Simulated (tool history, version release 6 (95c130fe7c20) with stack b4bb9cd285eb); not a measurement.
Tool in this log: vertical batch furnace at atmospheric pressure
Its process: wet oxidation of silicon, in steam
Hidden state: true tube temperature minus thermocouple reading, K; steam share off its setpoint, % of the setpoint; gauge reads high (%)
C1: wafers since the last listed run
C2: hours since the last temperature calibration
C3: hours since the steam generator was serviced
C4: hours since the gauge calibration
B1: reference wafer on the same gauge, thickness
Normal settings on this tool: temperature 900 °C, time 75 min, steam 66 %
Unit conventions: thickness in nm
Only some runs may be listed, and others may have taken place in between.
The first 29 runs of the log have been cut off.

Run 30, day 53.35: usual settings but temperature 913 °C, time 88 min, steam 69 %; C1 978; C2 2008.3; C3 203.5; C4 757.3; B1 128.01. Result: thickness 212.81 nm.
At day 54.688: thermocouples replaced and temperature profile calibrated.
Run 31, day 56.158: usual settings; C1 663; C2 35.3; C3 270.9; C4 824.7; B1 128.06. Result: thickness 152.85 nm.
Run 32, day 58.583: usual settings but time 111 min, steam 59 %; C1 889; C2 93.5; C3 329.1; C4 882.9; B1 127.89. Result: thickness 193 nm.
Run 33, day 60.767: usual settings; C1 801; C2 145.9; C3 381.5; C4 935.3; B1 127.98. Result: thickness 154.47 nm.
Run 34, day 61.862: usual settings but temperature 893 °C, steam 56 %; C1 402; C2 172.2; C3 407.8; C4 961.6; B1 128.12. Result: thickness 121.46 nm.
Run 35, day 64.783: usual settings but temperature 890 °C, time 88.5 min, steam 69 %; C1 1071; C2 242.3; C3 477.9; C4 1031.7; B1 127.91. Result: thickness 159.36 nm.
Run 36, day 67.617: usual settings; C1 1039; C2 310.3; C3 545.9; C4 1099.7; B1 128.01. Result: thickness 153.06 nm.
Run 37, day 74.379: usual settings but time 39.5 min, steam 78 %; C1 2481; C2 472.6; C3 708.2; C4 1262; B1 127.94. Result: thickness 102.47 nm.

5 ways to go on from here, each from the tool as it stands after run 37. What would each give?
Run A, day 74.558: usual settings; C1 65; C2 476.9; C3 712.5; C4 1266.3; B1 ?. Result: thickness ?.
Run B, day 74.558: usual settings but temperature 890 °C; C1 65; C2 476.9; C3 712.5; C4 1266.3; B1 ?. Result: thickness ?.
Run C, day 74.558: usual settings but temperature 893 °C; C1 65; C2 476.9; C3 712.5; C4 1266.3; B1 ?. Result: thickness ?.
Run D, day 74.558: usual settings but temperature 911 °C, time 41 min, steam 75 %; C1 65; C2 476.9; C3 712.5; C4 1266.3; B1 ?. Result: thickness ?.
Run E, day 74.558: usual settings but temperature 907 °C, steam 61 %; C1 65; C2 476.9; C3 712.5; C4 1266.3; B1 ?. Result: thickness ?.

run      B1  thickness
  A  127.96      151.9
  B  127.96     132.31
  C  127.96     137.99
  D  127.96     117.15
  E  127.96     155.62
With no hidden state in the tool, these same runs would have given:
run  thickness
  A     152.69
  B     133.01
  C     138.71
  D     117.76
  E     156.42
